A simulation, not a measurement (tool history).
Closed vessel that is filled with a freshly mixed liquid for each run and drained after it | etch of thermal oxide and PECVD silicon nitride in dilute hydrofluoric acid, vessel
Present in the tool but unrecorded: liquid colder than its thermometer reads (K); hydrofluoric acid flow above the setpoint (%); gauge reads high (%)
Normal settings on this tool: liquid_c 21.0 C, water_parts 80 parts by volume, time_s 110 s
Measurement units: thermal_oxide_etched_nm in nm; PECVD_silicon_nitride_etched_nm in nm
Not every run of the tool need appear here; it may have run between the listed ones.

| run | day | liquid_c | water_parts | time_s | wafers since the last listed run | hours since the thermometer was replaced | hours since the hydrofluoric acid flow meter was replaced | hours since the gauge calibration | read-back film thickness of the thermal oxide reference wafer, read on the same gauge (nm) | read-back film thickness of the PECVD silicon nitride reference wafer, read on the same gauge (nm) | thermal_oxide_etched_nm | PECVD_silicon_nitride_etched_nm |
|---|---|---|---|---|---|---|---|---|---|---|---|---|
| 1 | 0.000 | 25.0 | 105 | 110 | 0 | 583.1 | 1432.2 | 30.1 | 40.01 | 79.992 | 4.87 | 3.214 |
| 2 | 0.525 | 25.0 | 105 | 110 | 949 | 595.7 | 1444.8 | 42.7 | 40.01 | 80.028 | 4.87 | 3.139 |
| 3 | 0.938 | 25.0 | 105 | 110 | 745 | 605.6 | 1454.7 | 52.6 | 40.01 | 79.984 | 4.86 | 3.194 |
| 4 | 1.200 | 21.0 | 80 | 110 | 474 | 611.9 | 1461.0 | 58.9 | 40.01 | 79.997 | 5.57 | 3.118 |
| 5 | 1.600 | 21.0 | 80 | 110 | 723 | 621.5 | 1470.6 | 68.5 | 39.99 | 80.019 | 5.55 | 3.137 |
| 6 | 2.092 | 21.0 | 80 | 110 | 889 | 633.3 | 1482.4 | 80.3 | 40.02 | 80.013 | 5.54 | 3.160 |
| 7 | 2.679 | 19.5 | 80 | 110 | 1062 | 647.4 | 1496.5 | 94.4 | 39.98 | 80.005 | 5.22 | 2.823 |
| 8 | 4.879 | 21.0 | 90 | 110 | 3978 | 700.2 | 1549.3 | 147.2 | 39.98 | 80.018 | 4.85 | 2.732 |
|  | 5.017 | hydrofluoric acid flow meter replaced |
| 9 | 5.225 | 21.0 | 90 | 110 | 550 | 708.5 | 5.0 | 155.5 | 40.00 | 79.992 | 4.33 | 2.489 |
| 10 | 5.604 | 21.0 | 80 | 110 | 685 | 717.6 | 14.1 | 164.6 | 40.01 | 79.995 | 4.93 | 2.774 |
| 11 | 6.179 | 25.0 | 90 | 155 | 1039 | 731.4 | 27.9 | 178.4 | 40.00 | 80.009 | 7.20 | 4.596 |
| 12 | 6.667 | 24.5 | 55 | 155 | 881 | 743.1 | 39.6 | 190.1 | 40.01 | 79.989 | 11.99 | 7.250 |
| 13 | 7.183 | 25.5 | 55 | 175 | 934 | 755.5 | 52.0 | 202.5 | 39.99 | 79.988 | 14.09 | 8.726 |
|  | 7.683 | thermometer replaced |
| 14 | 7.704 | 21.0 | 80 | 75 | 866 | 0.5 | 64.5 | 215.0 | 40.01 | 80.007 | 3.81 | 2.312 |
| 15 | 8.029 | 24.5 | 55 | 155 | 587 | 8.3 | 72.3 | 222.8 | 39.99 | 80.002 | 13.45 | 8.706 |
| 16 | 8.383 | 17.0 | 70 | 110 | 640 | 16.8 | 80.8 | 231.3 | 39.99 | 80.023 | 5.40 | 2.908 |
|  | 8.542 | gauge calibrated |
| 17 | 8.983 | 19.0 | 95 | 110 | 1084 | 31.2 | 95.2 | 10.6 | 39.99 | 79.993 | 4.21 | 2.483 |
| 18 | 9.667 | 21.0 | 80 | 165 | 1235 | 47.6 | 111.6 | 27.0 | 39.98 | 79.996 | 8.27 | 5.056 |
| 19 | 10.321 | 25.0 | 105 | 110 | 1182 | 63.3 | 127.3 | 42.7 | 40.01 | 79.985 | 4.74 | 3.342 |
| 20 | 10.783 | 21.0 | 80 | 110 | 836 | 74.4 | 138.4 | 53.8 | 39.98 | 80.019 | 5.50 | 3.349 |
| 21 | 11.529 | 25.5 | 100 | 80 | 1348 | 92.3 | 156.3 | 71.7 | 40.03 | 80.005 | 3.75 | 2.674 |

Here are 5 independent what-if runs from the current tool condition. What would each one return?
| A | 11.558 | 21.0 | 80 | 110 | 52 | 93.0 | 157.0 | 72.4 | ? | ? | ? | ? |
| B | 11.558 | 21.0 | 95 | 85 | 52 | 93.0 | 157.0 | 72.4 | ? | ? | ? | ? |
| C | 11.558 | 22.5 | 80 | 80 | 52 | 93.0 | 157.0 | 72.4 | ? | ? | ? | ? |
| D | 11.558 | 21.0 | 80 | 145 | 52 | 93.0 | 157.0 | 72.4 | ? | ? | ? | ? |
| E | 11.558 | 24.5 | 80 | 110 | 52 | 93.0 | 157.0 | 72.4 | ? | ? | ? | ? |

| run | read-back film thickness of the thermal oxide reference wafer, read on the same gauge (nm) | read-back film thickness of the PECVD silicon nitride reference wafer, read on the same gauge (nm) | thermal_oxide_etched_nm | PECVD_silicon_nitride_etched_nm |
|---|---|---|---|---|
| A | 40.00 | 80.018 | 5.48 | 3.378 |
| B | 40.00 | 80.018 | 3.51 | 2.207 |
| C | 40.00 | 80.018 | 4.24 | 2.721 |
| D | 40.00 | 80.018 | 7.23 | 4.453 |
| E | 40.00 | 80.018 | 6.33 | 4.278 |
Had the tool no hidden state, the same runs would have come out as:
| run | thermal_oxide_etched_nm | PECVD_silicon_nitride_etched_nm |
|---|---|---|
| A | 5.49 | 3.438 |
| B | 3.51 | 2.246 |
| C | 4.25 | 2.768 |
| D | 7.24 | 4.533 |
| E | 6.33 | 4.350 |
